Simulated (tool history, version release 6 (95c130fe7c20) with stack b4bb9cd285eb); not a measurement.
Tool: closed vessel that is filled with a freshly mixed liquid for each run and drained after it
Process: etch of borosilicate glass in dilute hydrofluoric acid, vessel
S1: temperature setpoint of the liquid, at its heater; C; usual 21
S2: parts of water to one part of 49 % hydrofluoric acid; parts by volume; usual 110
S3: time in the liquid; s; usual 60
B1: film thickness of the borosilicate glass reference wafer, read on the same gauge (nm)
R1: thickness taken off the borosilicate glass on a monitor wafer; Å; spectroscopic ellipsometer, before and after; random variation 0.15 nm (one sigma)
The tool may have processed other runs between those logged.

{"run": 1, "hour": 0.0, "S1": 21, "S2": 140, "S3": 60, "B1": 29.99, "R1": 132.6}
{"run": 2, "hour": 31.5, "S1": 22.5, "S2": 110, "S3": 60, "B1": 30, "R1": 185.1}
{"run": 3, "hour": 61.6, "S1": 23.5, "S2": 110, "S3": 45, "B1": 30.03, "R1": 144.3}
{"run": 4, "hour": 93.2, "S1": 23.5, "S2": 110, "S3": 45, "B1": 29.94, "R1": 143}
{"run": 5, "hour": 110.3, "S1": 23.5, "S2": 110, "S3": 45, "B1": 29.96, "R1": 141.9}
{"run": 6, "hour": 124.4, "S1": 21, "S2": 150, "S3": 60, "B1": 30.03, "R1": 122.3}
{"run": 7, "hour": 140.5, "S1": 21, "S2": 150, "S3": 60, "B1": 30, "R1": 119.3}
{"run": 8, "hour": 154.9, "S1": 21, "S2": 150, "S3": 60, "B1": 30.02, "R1": 120.4}
{"hour": 172.6, "done": "gauge calibrated"}
{"hour": 237.6, "done": "thermometer replaced"}
{"run": 9, "hour": 242.7, "S1": 21, "S2": 110, "S3": 60, "B1": 30, "R1": 175.7}
{"run": 10, "hour": 264.9, "S1": 21, "S2": 110, "S3": 60, "B1": 30.05, "R1": 174.5}
{"run": 11, "hour": 283.5, "S1": 21, "S2": 110, "S3": 35, "B1": 30.03, "R1": 102}
{"run": 12, "hour": 301.1, "S1": 21, "S2": 60, "S3": 30, "B1": 30.07, "R1": 172.2}
{"run": 13, "hour": 327.3, "S1": 21, "S2": 110, "S3": 60, "B1": 29.98, "R1": 175.1}
{"hour": 351.1, "done": "hydrofluoric acid flow meter replaced"}
{"run": 14, "hour": 354.9, "S1": 21, "S2": 80, "S3": 35, "B1": 30.02, "R1": 143.8}
{"run": 15, "hour": 428.4, "S1": 22.5, "S2": 85, "S3": 60, "B1": 29.98, "R1": 247}
{"run": 16, "hour": 446.6, "S1": 21, "S2": 110, "S3": 60, "B1": 30, "R1": 170.9}
{"run": 17, "hour": 462.9, "S1": 17, "S2": 145, "S3": 85, "B1": 29.99, "R1": 149.7}
{"run": 18, "hour": 478.7, "S1": 19, "S2": 130, "S3": 75, "B1": 30.02, "R1": 166.3}
{"run": 19, "hour": 491.0, "S1": 18.5, "S2": 85, "S3": 60, "B1": 29.99, "R1": 209.3}
{"run": 20, "hour": 506.0, "S1": 17.5, "S2": 60, "S3": 60, "B1": 30.01, "R1": 286.6}
{"hour": 515.6, "done": "gauge calibrated"}
{"run": 21, "hour": 522.2, "S1": 21, "S2": 110, "S3": 60, "B1": 29.99, "R1": 176}
{"run": 22, "hour": 550.9, "S1": 24, "S2": 110, "S3": 60, "B1": 29.97, "R1": 196.3}

State the hidden condition of the tool at each of the runs:
liquid hotter than its thermometer reads (K): 0 on each run
hydrofluoric acid flow above the setpoint (%): 0 on each run
gauge reads high (%): 0 on each run

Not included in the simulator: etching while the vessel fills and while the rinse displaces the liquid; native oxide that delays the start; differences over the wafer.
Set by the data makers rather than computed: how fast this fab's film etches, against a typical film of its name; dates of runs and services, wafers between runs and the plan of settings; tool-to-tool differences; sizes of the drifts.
